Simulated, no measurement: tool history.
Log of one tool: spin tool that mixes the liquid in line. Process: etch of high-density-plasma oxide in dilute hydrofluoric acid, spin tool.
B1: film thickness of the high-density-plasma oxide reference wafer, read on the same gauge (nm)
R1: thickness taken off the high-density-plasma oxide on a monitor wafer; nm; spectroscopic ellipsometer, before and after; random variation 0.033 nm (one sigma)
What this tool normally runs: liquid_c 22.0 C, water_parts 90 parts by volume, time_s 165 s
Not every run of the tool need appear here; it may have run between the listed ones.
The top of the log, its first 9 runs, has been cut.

run 10 hour=556.5 | liquid_c=22.0 water_parts=90 time_s=165 | B1=129.98 | R1=9.20
run 11 hour=636.8 | liquid_c=18.5 water_parts=75 time_s=90 | B1=130.02 | R1=5.32
run 12 hour=953.5 | liquid_c=18.5 water_parts=50 time_s=265 | B1=129.96 | R1=24.30
run 13 hour=998.5 | liquid_c=26.0 water_parts=60 time_s=165 | B1=129.97 | R1=17.22
run 14 hour=1034.8 | liquid_c=22.0 water_parts=130 time_s=165 | B1=130.02 | R1=6.14
run 15 hour=1126.4 | liquid_c=17.5 water_parts=90 time_s=130 | B1=130.01 | R1=6.10
run 16 hour=1200.3 | liquid_c=22.0 water_parts=90 time_s=165 | B1=130.03 | R1=9.46
run 17 hour=1303.1 | liquid_c=22.0 water_parts=65 time_s=165 | B1=129.99 | R1=13.45
run 18 hour=1375.4 | liquid_c=22.0 water_parts=90 time_s=245 | B1=129.96 | R1=14.03
run 19 hour=1411.5 | liquid_c=22.0 water_parts=90 time_s=70 | B1=129.98 | R1=3.99
run 20 hour=1472.1 | liquid_c=23.5 water_parts=90 time_s=165 | B1=130.06 | R1=10.06
run 21 hour=1571.9 | liquid_c=22.0 water_parts=90 time_s=120 | B1=129.99 | R1=6.92
-- hour=1764.2 gauge calibrated
run 22 hour=1779.6 | liquid_c=22.0 water_parts=90 time_s=165 | B1=130.00 | R1=9.61
run 23 hour=1870.1 | liquid_c=22.0 water_parts=90 time_s=165 | B1=130.00 | R1=9.63
-- hour=1888.5 hydrofluoric acid flow meter replaced
run 24 hour=1967.5 | liquid_c=22.0 water_parts=90 time_s=165 | B1=129.98 | R1=9.20
run 25 hour=2037.0 | liquid_c=22.0 water_parts=90 time_s=165 | B1=130.04 | R1=9.21
-- hour=2049.0 thermometer replaced
run 26 hour=2214.3 | liquid_c=26.0 water_parts=45 time_s=130 | B1=129.99 | R1=18.25
run 27 hour=2314.0 | liquid_c=17.0 water_parts=60 time_s=260 | B1=130.01 | R1=18.45
run 28 hour=2353.2 | liquid_c=17.5 water_parts=45 time_s=80 | B1=129.98 | R1=7.87
run 29 hour=2651.3 | liquid_c=22.0 water_parts=90 time_s=165 | B1=130.00 | R1=9.36

What will run 30 give?
run 30 hour=2691.8 | liquid_c=22.0 water_parts=110 time_s=165 | B1=? | R1=?

{"run 30": {"B1": 129.97, "R1": 7.5}}
Were there no unlogged condition in the tool, this run, its random variation unchanged, would have produced R1 7.27 nm.
